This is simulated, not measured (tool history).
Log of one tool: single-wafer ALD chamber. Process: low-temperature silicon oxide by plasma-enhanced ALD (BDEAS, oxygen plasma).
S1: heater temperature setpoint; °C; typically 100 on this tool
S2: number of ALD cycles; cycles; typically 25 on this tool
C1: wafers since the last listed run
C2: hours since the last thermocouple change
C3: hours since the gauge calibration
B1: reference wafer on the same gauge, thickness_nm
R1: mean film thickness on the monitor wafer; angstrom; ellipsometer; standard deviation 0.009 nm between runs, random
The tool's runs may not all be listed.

run 1 hour=0.0 | S1=100 S2=25 | C1=0 C2=2629.2 C3=56.1 | B1=3.830 | R1=35.88
run 2 hour=13.9 | S1=100 S2=25 | C1=109 C2=2643.1 C3=70.0 | B1=3.832 | R1=35.76
run 3 hour=25.3 | S1=100 S2=21 | C1=89 C2=2654.5 C3=81.4 | B1=3.828 | R1=30.14
run 4 hour=34.9 | S1=100 S2=25 | C1=75 C2=2664.1 C3=91.0 | B1=3.831 | R1=36.02
run 5 hour=44.2 | S1=100 S2=27 | C1=73 C2=2673.4 C3=100.3 | B1=3.829 | R1=38.71
run 6 hour=57.6 | S1=100 S2=22 | C1=105 C2=2686.8 C3=113.7 | B1=3.831 | R1=31.45
run 7 hour=72.0 | S1=100 S2=22 | C1=113 C2=2701.2 C3=128.1 | B1=3.832 | R1=31.56
run 8 hour=83.4 | S1=100 S2=25 | C1=89 C2=2712.6 C3=139.5 | B1=3.831 | R1=35.98
run 9 hour=94.9 | S1=110 S2=29 | C1=90 C2=2724.1 C3=151.0 | B1=3.828 | R1=40.90
run 10 hour=104.2 | S1=91 S2=23 | C1=73 C2=2733.4 C3=160.3 | B1=3.828 | R1=33.95
-- hour=109.3 gauge calibrated
run 11 hour=112.8 | S1=105 S2=27 | C1=67 C2=2742.0 C3=3.5 | B1=3.829 | R1=38.21
-- hour=129.4 thermocouple changed; heater temperature recalibrated
run 12 hour=130.5 | S1=100 S2=23 | C1=76 C2=1.1 C3=21.2 | B1=3.828 | R1=32.97
run 13 hour=138.1 | S1=106 S2=28 | C1=59 C2=8.7 C3=28.8 | B1=3.832 | R1=39.79
run 14 hour=151.3 | S1=100 S2=25 | C1=103 C2=21.9 C3=42.0 | B1=3.831 | R1=35.90
run 15 hour=165.7 | S1=93 S2=24 | C1=113 C2=36.3 C3=56.4 | B1=3.831 | R1=35.19
run 16 hour=179.6 | S1=100 S2=22 | C1=109 C2=50.2 C3=70.3 | B1=3.830 | R1=31.58
run 17 hour=189.5 | S1=100 S2=25 | C1=77 C2=60.1 C3=80.2 | B1=3.829 | R1=35.78
run 18 hour=204.4 | S1=104 S2=20 | C1=117 C2=75.0 C3=95.1 | B1=3.831 | R1=28.44

List, for all runs, the conditions of the tool that the log does not record:
wafer temperature above the value expected at the setpoint (K): 0, the same for each run
gauge reads high (%): 0, the same for each run
